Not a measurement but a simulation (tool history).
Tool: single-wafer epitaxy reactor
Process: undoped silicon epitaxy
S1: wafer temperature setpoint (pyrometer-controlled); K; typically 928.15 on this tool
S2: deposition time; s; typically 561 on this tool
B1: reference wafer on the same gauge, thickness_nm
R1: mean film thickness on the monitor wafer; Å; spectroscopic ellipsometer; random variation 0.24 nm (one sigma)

{"run": 1, "hour": 0.0, "S1": 928.15, "S2": 561, "B1": 101.445, "R1": 1056.73}
{"run": 2, "hour": 18.3, "S1": 928.15, "S2": 561, "B1": 101.558, "R1": 1054.5}
{"run": 3, "hour": 37.4, "S1": 916.15, "S2": 628, "B1": 101.493, "R1": 880.66}
{"run": 4, "hour": 56.3, "S1": 928.15, "S2": 590, "B1": 101.54, "R1": 1117.26}
{"run": 5, "hour": 90.9, "S1": 928.15, "S2": 590, "B1": 101.469, "R1": 1122.7}
{"run": 6, "hour": 110.5, "S1": 928.15, "S2": 590, "B1": 101.55, "R1": 1122.53}
{"run": 7, "hour": 132.8, "S1": 928.15, "S2": 561, "B1": 101.437, "R1": 1063.11}
{"hour": 144.3, "done": "gauge calibrated"}
{"run": 8, "hour": 149.3, "S1": 928.15, "S2": 561, "B1": 101.444, "R1": 1066.43}
{"run": 9, "hour": 162.4, "S1": 928.15, "S2": 561, "B1": 101.641, "R1": 1069.55}
{"run": 10, "hour": 178.8, "S1": 928.15, "S2": 561, "B1": 101.312, "R1": 1073.05}
{"hour": 198.7, "done": "pyrometer calibrated"}
{"run": 11, "hour": 204.9, "S1": 920.15, "S2": 643, "B1": 101.47, "R1": 909.74}
{"run": 12, "hour": 240.6, "S1": 928.15, "S2": 561, "B1": 101.426, "R1": 964.43}
{"run": 13, "hour": 262.5, "S1": 915.15, "S2": 476, "B1": 101.564, "R1": 595.5}
{"run": 14, "hour": 281.0, "S1": 928.15, "S2": 561, "B1": 101.566, "R1": 969.37}
{"run": 15, "hour": 312.7, "S1": 917.15, "S2": 594, "B1": 101.447, "R1": 779.05}
{"run": 16, "hour": 345.5, "S1": 913.15, "S2": 561, "B1": 101.576, "R1": 662.94}
{"run": 17, "hour": 378.4, "S1": 934.15, "S2": 515, "B1": 101.449, "R1": 1025.62}
{"run": 18, "hour": 395.9, "S1": 917.15, "S2": 512, "B1": 101.446, "R1": 670.64}
{"run": 19, "hour": 423.2, "S1": 917.15, "S2": 600, "B1": 101.481, "R1": 783.96}
{"run": 20, "hour": 448.5, "S1": 928.15, "S2": 616, "B1": 101.475, "R1": 1061.62}

5 options for the next run, each taken on its own from the tool as it stands now. Forecast them:
{"run": "A", "hour": 449.1, "S1": 922.15, "S2": 561, "B1": "?", "R1": "?"}
{"run": "B", "hour": 449.1, "S1": 914.15, "S2": 606, "B1": "?", "R1": "?"}
{"run": "C", "hour": 449.1, "S1": 942.15, "S2": 453, "B1": "?", "R1": "?"}
{"run": "D", "hour": 449.1, "S1": 938.15, "S2": 456, "B1": "?", "R1": "?"}
{"run": "E", "hour": 449.1, "S1": 934.15, "S2": 561, "B1": "?", "R1": "?"}

run=A B1=101.461 R1=830.92
run=B B1=101.461 R1=733.82
run=C B1=101.461 R1=1091.44
run=D B1=101.461 R1=998.68
run=E B1=101.461 R1=1115.78
What these runs would have given with no unlogged condition in the tool:
run=A R1=828.16
run=B R1=731.33
run=C R1=1087.99
run=D R1=995.49
run=E R1=1112.18

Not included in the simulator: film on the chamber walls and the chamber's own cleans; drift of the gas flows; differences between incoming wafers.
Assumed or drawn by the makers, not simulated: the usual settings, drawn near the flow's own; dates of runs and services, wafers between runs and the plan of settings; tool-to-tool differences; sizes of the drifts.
